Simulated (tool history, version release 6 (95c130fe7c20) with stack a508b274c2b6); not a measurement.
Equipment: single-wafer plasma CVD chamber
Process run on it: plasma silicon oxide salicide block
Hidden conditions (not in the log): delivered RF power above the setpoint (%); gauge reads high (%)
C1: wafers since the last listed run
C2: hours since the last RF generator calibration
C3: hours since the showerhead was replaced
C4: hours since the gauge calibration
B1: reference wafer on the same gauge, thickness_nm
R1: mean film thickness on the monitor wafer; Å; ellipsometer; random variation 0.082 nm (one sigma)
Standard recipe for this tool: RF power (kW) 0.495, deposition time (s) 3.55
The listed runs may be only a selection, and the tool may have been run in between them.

run 1 hour=0.0 | RF_power_(kW)=0.495 deposition_time_(s)=3.15 | C1=0 C2=462.8 C3=7987.9 C4=954.6 | B1=33.203 | R1=296.51
run 2 hour=29.3 | RF_power_(kW)=0.495 deposition_time_(s)=3.55 | C1=653 C2=492.1 C3=8017.2 C4=983.9 | B1=33.199 | R1=334.39
run 3 hour=73.2 | RF_power_(kW)=0.495 deposition_time_(s)=3.55 | C1=979 C2=536.0 C3=8061.1 C4=1027.8 | B1=33.182 | R1=334.62
run 4 hour=94.2 | RF_power_(kW)=0.495 deposition_time_(s)=3.55 | C1=468 C2=557.0 C3=8082.1 C4=1048.8 | B1=33.200 | R1=333.65
run 5 hour=107.1 | RF_power_(kW)=0.495 deposition_time_(s)=3.55 | C1=287 C2=569.9 C3=8095.0 C4=1061.7 | B1=33.182 | R1=332.94
run 6 hour=123.9 | RF_power_(kW)=0.495 deposition_time_(s)=3.55 | C1=374 C2=586.7 C3=8111.8 C4=1078.5 | B1=33.194 | R1=334.65
run 7 hour=151.4 | RF_power_(kW)=0.570 deposition_time_(s)=4.04 | C1=613 C2=614.2 C3=8139.3 C4=1106.0 | B1=33.190 | R1=391.86
run 8 hour=170.4 | RF_power_(kW)=0.570 deposition_time_(s)=4.04 | C1=423 C2=633.2 C3=8158.3 C4=1125.0 | B1=33.196 | R1=391.58
run 9 hour=203.9 | RF_power_(kW)=0.495 deposition_time_(s)=3.70 | C1=747 C2=666.7 C3=8191.8 C4=1158.5 | B1=33.188 | R1=347.48
run 10 hour=237.6 | RF_power_(kW)=0.495 deposition_time_(s)=3.70 | C1=751 C2=700.4 C3=8225.5 C4=1192.2 | B1=33.191 | R1=346.12
run 11 hour=268.0 | RF_power_(kW)=0.495 deposition_time_(s)=3.06 | C1=678 C2=730.8 C3=8255.9 C4=1222.6 | B1=33.203 | R1=286.54
run 12 hour=291.6 | RF_power_(kW)=0.495 deposition_time_(s)=3.06 | C1=526 C2=754.4 C3=8279.5 C4=1246.2 | B1=33.226 | R1=288.32
-- hour=292.3 gauge calibrated
run 13 hour=324.8 | RF_power_(kW)=0.540 deposition_time_(s)=3.15 | C1=740 C2=787.6 C3=8312.7 C4=32.5 | B1=33.210 | R1=300.73
run 14 hour=342.5 | RF_power_(kW)=0.495 deposition_time_(s)=3.55 | C1=394 C2=805.3 C3=8330.4 C4=50.2 | B1=33.206 | R1=332.80
run 15 hour=359.8 | RF_power_(kW)=0.495 deposition_time_(s)=3.55 | C1=385 C2=822.6 C3=8347.7 C4=67.5 | B1=33.204 | R1=331.82
run 16 hour=381.4 | RF_power_(kW)=0.495 deposition_time_(s)=3.55 | C1=481 C2=844.2 C3=8369.3 C4=89.1 | B1=33.205 | R1=333.94
run 17 hour=398.7 | RF_power_(kW)=0.495 deposition_time_(s)=3.55 | C1=385 C2=861.5 C3=8386.6 C4=106.4 | B1=33.234 | R1=332.01
run 18 hour=424.4 | RF_power_(kW)=0.495 deposition_time_(s)=3.55 | C1=573 C2=887.2 C3=8412.3 C4=132.1 | B1=33.181 | R1=332.35
run 19 hour=458.4 | RF_power_(kW)=0.465 deposition_time_(s)=3.18 | C1=758 C2=921.2 C3=8446.3 C4=166.1 | B1=33.199 | R1=294.23
run 20 hour=554.0 | RF_power_(kW)=0.495 deposition_time_(s)=3.16 | C1=2132 C2=1016.8 C3=8541.9 C4=261.7 | B1=33.197 | R1=294.95
-- hour=570.2 RF generator calibrated
run 21 hour=575.0 | RF_power_(kW)=0.430 deposition_time_(s)=3.55 | C1=289 C2=4.8 C3=8562.9 C4=282.7 | B1=33.218 | R1=324.13
-- hour=588.7 showerhead replaced
run 22 hour=608.8 | RF_power_(kW)=0.410 deposition_time_(s)=3.37 | C1=575 C2=38.6 C3=20.1 C4=316.5 | B1=33.200 | R1=304.98
run 23 hour=630.1 | RF_power_(kW)=0.410 deposition_time_(s)=2.86 | C1=475 C2=59.9 C3=41.4 C4=337.8 | B1=33.219 | R1=259.97
run 24 hour=650.2 | RF_power_(kW)=0.560 deposition_time_(s)=3.55 | C1=448 C2=80.0 C3=61.5 C4=357.9 | B1=33.204 | R1=342.83

Run 25 has not been measured yet. What should we expect?
run 25 hour=685.8 | RF_power_(kW)=0.545 deposition_time_(s)=4.22 | C1=794 C2=115.6 C3=97.1 C4=393.5 | B1=? | R1=?

Run 25 produced B1 33.225, R1 406.52 Å.
With no hidden state in the tool, this same run would have given R1 406.93 Å.

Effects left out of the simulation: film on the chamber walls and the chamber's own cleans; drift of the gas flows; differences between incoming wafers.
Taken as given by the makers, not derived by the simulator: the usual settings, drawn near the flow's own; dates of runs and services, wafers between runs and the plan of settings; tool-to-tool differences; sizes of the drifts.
